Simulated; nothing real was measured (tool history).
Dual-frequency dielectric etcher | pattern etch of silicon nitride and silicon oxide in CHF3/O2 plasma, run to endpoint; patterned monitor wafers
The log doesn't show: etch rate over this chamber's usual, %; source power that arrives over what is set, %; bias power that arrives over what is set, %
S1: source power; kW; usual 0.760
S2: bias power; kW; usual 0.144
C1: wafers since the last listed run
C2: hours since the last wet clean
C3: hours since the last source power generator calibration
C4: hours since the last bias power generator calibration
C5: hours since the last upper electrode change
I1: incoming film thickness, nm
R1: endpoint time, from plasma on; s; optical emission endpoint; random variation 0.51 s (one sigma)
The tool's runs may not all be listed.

run   hour     S1     S2   C1     C2      C3      C4      C5     I1     R1
  1    0.0  0.760  0.144    0  495.9  2498.5  3968.0  1975.0  171.2  118.0
  2   30.3  0.760  0.144  284  526.2  2528.8  3998.3  2005.3  169.6  116.8
  3   61.9  0.760  0.144  296  557.8  2560.4  4029.9  2036.9  170.5  118.6
  4   80.1  0.760  0.144  170  576.0  2578.6  4048.1  2055.1  169.3  116.0
  5   96.8  0.760  0.144  156  592.7  2595.3  4064.8  2071.8  169.7  116.8
     123.0  -- wet clean of the chamber
  6  123.5  0.760  0.144   25    0.5  2622.0  4091.5  2098.5  170.2  117.1
  7  132.5  0.640  0.144   84    9.5  2631.0  4100.5  2107.5  172.6  126.0
     163.8  -- upper electrode replaced
  8  167.6  0.570  0.116  104   44.6  2666.1  4135.6     3.8  169.7  138.5
     192.3  -- bias power generator calibrated
     192.8  -- source power generator calibrated
  9  202.9  0.760  0.144  289   79.9    10.1    10.6    39.1  169.2  116.6
 10  226.9  0.620  0.179  225  103.9    34.1    34.6    63.1  170.7  116.9
 11  243.9  0.590  0.155  159  120.9    51.1    51.6    80.1  170.9  124.6
 12  269.2  0.640  0.144  237  146.2    76.4    76.9   105.4  170.9  124.5
 13  298.2  0.620  0.164  272  175.2   105.4   105.9   134.4  170.5  120.0

Run 14 comes next. What will it give?
 14  328.4  0.930  0.116  283  205.4  135.6  136.1  164.6  171.3   ?

Run 14 gave R1 119.0 s.
Without the tool's hidden state the same run would have given R1 119.0 s.
